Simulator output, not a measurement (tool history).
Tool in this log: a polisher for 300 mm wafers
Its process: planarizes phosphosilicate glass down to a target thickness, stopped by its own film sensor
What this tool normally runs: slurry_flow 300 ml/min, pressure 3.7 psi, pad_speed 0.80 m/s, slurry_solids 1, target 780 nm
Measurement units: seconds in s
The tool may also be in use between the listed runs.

run,day,slurry_flow,pressure,pad_speed,slurry_solids,target,wafers since the last listed run,wafers polished on this pad,hours since the slurry nozzle was cleaned,hours since the head pressure was calibrated,hours since the slurry blender was calibrated,hours since the conditioning disc was replaced,"incoming thickness of the incoming film, nm",seconds
1,0.000,375,3.7,0.80,1,780,0,664,449.6,340.3,47.9,134.9,1316.5,57.4
# day 1.129: worn pad replaced by a new one
2,1.275,375,3.7,0.80,1,780,401,53,480.2,370.9,78.5,165.5,1343.1,57.9
3,1.783,375,3.7,0.80,1,780,184,237,492.4,383.1,90.7,177.7,1339.4,57.3
4,2.517,300,3.7,0.80,1,780,265,503,510.0,400.7,108.3,195.3,1314.9,55.9
5,3.633,300,3.7,0.80,1,780,404,907,536.8,427.5,135.1,222.1,1320.7,58.7
# day 4.304: worn pad replaced by a new one
# day 4.862: slurry blender recalibrated
6,4.979,300,3.7,0.80,1,780,397,213,569.1,459.8,2.8,254.4,1337.6,58.4
7,5.696,300,3.7,0.80,1,780,259,473,586.3,477.0,20.0,271.6,1316.3,56.9
8,6.642,300,3.7,1.02,1,780,342,815,609.0,499.7,42.7,294.3,1327.3,49.2
# day 7.008: worn pad replaced by a new one
# day 7.267: slurry nozzle cleaned
# day 7.788: head pressure recalibrated
9,8.104,400,3.7,0.80,1,780,424,352,20.1,7.6,77.8,329.4,1302.7,54.2
# day 9.058: conditioning disc replaced and pad reconditioned
10,9.158,400,3.7,0.80,1,921,351,703,45.4,32.9,103.1,2.4,1330.8,42.8

What does the tool deliver on the next run?
# day 10.558: worn pad replaced by a new one
11,10.579,300,3.7,0.80,1,780,454,7,79.5,67.0,137.2,36.5,1332.0,?

seconds: 56.7 s
Take away the tool's hidden state, keep the run-to-run variation as it was, and the same run would have given seconds 56.3 s.

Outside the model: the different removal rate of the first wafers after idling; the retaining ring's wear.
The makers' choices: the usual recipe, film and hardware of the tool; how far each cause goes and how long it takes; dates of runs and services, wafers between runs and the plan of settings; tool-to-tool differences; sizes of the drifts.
